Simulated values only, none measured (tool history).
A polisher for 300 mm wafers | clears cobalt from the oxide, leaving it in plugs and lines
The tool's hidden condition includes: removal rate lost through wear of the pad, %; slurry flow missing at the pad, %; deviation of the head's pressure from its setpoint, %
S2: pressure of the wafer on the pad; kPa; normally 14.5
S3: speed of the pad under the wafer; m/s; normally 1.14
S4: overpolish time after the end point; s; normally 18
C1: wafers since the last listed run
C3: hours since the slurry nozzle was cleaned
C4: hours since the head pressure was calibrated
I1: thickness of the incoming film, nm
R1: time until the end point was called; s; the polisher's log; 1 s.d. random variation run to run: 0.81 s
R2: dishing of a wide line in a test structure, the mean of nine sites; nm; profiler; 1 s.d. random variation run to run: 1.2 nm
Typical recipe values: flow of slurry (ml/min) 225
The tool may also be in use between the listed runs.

{"run": 1, "hour": 0.0, "flow of slurry (ml/min)": 225, "S2": 14.5, "S3": 1.14, "S4": 18, "C1": 0, "wafers polished on this pad": 1443, "C3": 22.6, "C4": 192.6, "I1": 283.8, "R1": 55.9, "R2": 45.8}
{"run": 2, "hour": 42.1, "flow of slurry (ml/min)": 225, "S2": 14.5, "S3": 1.14, "S4": 18, "C1": 281, "wafers polished on this pad": 1724, "C3": 64.7, "C4": 234.7, "I1": 280.9, "R1": 55.1, "R2": 46.8}
{"hour": 68.1, "done": "worn pad replaced by a new one"}
{"run": 3, "hour": 110.5, "flow of slurry (ml/min)": 225, "S2": 14.5, "S3": 1.14, "S4": 18, "C1": 431, "wafers polished on this pad": 283, "C3": 133.1, "C4": 303.1, "I1": 283.0, "R1": 51.3, "R2": 48.8}
{"run": 4, "hour": 178.8, "flow of slurry (ml/min)": 225, "S2": 14.5, "S3": 1.14, "S4": 18, "C1": 457, "wafers polished on this pad": 741, "C3": 201.4, "C4": 371.4, "I1": 279.7, "R1": 50.9, "R2": 45.6}
{"hour": 235.7, "done": "head pressure recalibrated"}
{"run": 5, "hour": 283.1, "flow of slurry (ml/min)": 225, "S2": 14.5, "S3": 1.14, "S4": 18, "C1": 684, "wafers polished on this pad": 1426, "C3": 305.7, "C4": 47.4, "I1": 283.9, "R1": 56.9, "R2": 45.6}
{"run": 6, "hour": 376.7, "flow of slurry (ml/min)": 225, "S2": 14.5, "S3": 1.14, "S4": 18, "C1": 626, "wafers polished on this pad": 2052, "C3": 399.3, "C4": 141.0, "I1": 274.6, "R1": 55.5, "R2": 45.7}
{"hour": 433.0, "done": "worn pad replaced by a new one"}
{"run": 7, "hour": 433.5, "flow of slurry (ml/min)": 225, "S2": 14.5, "S3": 1.14, "S4": 18, "C1": 353, "wafers polished on this pad": 3, "C3": 456.1, "C4": 197.8, "I1": 274.4, "R1": 50.5, "R2": 49.6}
{"run": 8, "hour": 510.0, "flow of slurry (ml/min)": 225, "S2": 14.5, "S3": 1.14, "S4": 18, "C1": 512, "wafers polished on this pad": 515, "C3": 532.6, "C4": 274.3, "I1": 284.0, "R1": 54.6, "R2": 46.8}
{"run": 9, "hour": 571.6, "flow of slurry (ml/min)": 225, "S2": 14.5, "S3": 1.34, "S4": 18, "C1": 412, "wafers polished on this pad": 927, "C3": 594.2, "C4": 335.9, "I1": 279.8, "R1": 48.5, "R2": 49.3}
{"run": 10, "hour": 624.9, "flow of slurry (ml/min)": 225, "S2": 14.5, "S3": 1.34, "S4": 18, "C1": 356, "wafers polished on this pad": 1284, "C3": 647.5, "C4": 389.2, "I1": 279.8, "R1": 48.5, "R2": 47.4}
{"hour": 689.6, "done": "head pressure recalibrated"}
{"run": 11, "hour": 719.9, "flow of slurry (ml/min)": 180, "S2": 14.5, "S3": 1.14, "S4": 10, "C1": 622, "wafers polished on this pad": 1907, "C3": 742.5, "C4": 30.3, "I1": 280.1, "R1": 60.5, "R2": 32.9}
{"hour": 738.0, "done": "slurry nozzle cleaned"}
{"run": 12, "hour": 767.5, "flow of slurry (ml/min)": 295, "S2": 19.3, "S3": 0.88, "S4": 18, "C1": 312, "wafers polished on this pad": 2219, "C3": 29.5, "C4": 77.9, "I1": 279.1, "R1": 50.9, "R2": 48.7}

Expected results for the next run?
{"hour": 787.7, "done": "worn pad replaced by a new one"}
{"run": 13, "hour": 851.0, "flow of slurry (ml/min)": 225, "S2": 10.3, "S3": 1.24, "S4": 18, "C1": 532, "wafers polished on this pad": 423, "C3": 113.0, "C4": 161.4, "I1": 277.6, "R1": "?", "R2": "?"}

R1: 68.1 s
R2: 43.7 nm
Had the tool carried no hidden state, the very same run would have given R1 65.0 s, R2 44.7 nm.
